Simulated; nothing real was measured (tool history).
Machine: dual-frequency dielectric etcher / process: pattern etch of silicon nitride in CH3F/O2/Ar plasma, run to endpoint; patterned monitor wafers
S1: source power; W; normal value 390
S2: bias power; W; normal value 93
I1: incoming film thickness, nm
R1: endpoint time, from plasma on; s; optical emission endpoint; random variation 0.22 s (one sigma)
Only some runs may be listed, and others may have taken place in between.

run 1 hour=0 | S1=390 S2=93 | I1=32.4 | R1=41.7
-- hour=18.6 wet clean of the chamber
run 2 hour=64.9 | S1=390 S2=93 | I1=32.71 | R1=41.9
run 3 hour=101 | S1=390 S2=93 | I1=32.56 | R1=41.8
run 4 hour=170.5 | S1=390 S2=108 | I1=32.8 | R1=39.3
run 5 hour=240 | S1=390 S2=108 | I1=32.51 | R1=39.2
run 6 hour=311.7 | S1=390 S2=87 | I1=32.88 | R1=43.6
-- hour=357.3 upper electrode replaced
run 7 hour=357.8 | S1=390 S2=87 | I1=32.66 | R1=43.3
-- hour=383.1 bias power generator calibrated
run 8 hour=384.5 | S1=390 S2=87 | I1=32.37 | R1=43.3
run 9 hour=418.7 | S1=390 S2=93 | I1=32.68 | R1=42.4
run 10 hour=457.5 | S1=390 S2=93 | I1=32.88 | R1=42.1
-- hour=576.3 wet clean of the chamber
run 11 hour=649.2 | S1=290 S2=77 | I1=33 | R1=53.9
-- hour=662.2 source power generator calibrated
run 12 hour=720.1 | S1=470 S2=86 | I1=32.52 | R1=40.3
run 13 hour=783.1 | S1=340 S2=71 | I1=32.71 | R1=51.8
run 14 hour=815.8 | S1=390 S2=93 | I1=33.03 | R1=42.8

Run 15 comes next. What will it give?
run 15 hour=883.7 | S1=390 S2=111 | I1=32.93 | R1=?

{"run 15": {"R1": 38.6}}
With the hidden condition absent and the run-to-run variation left alone, this run would have shown R1 38.6 s.
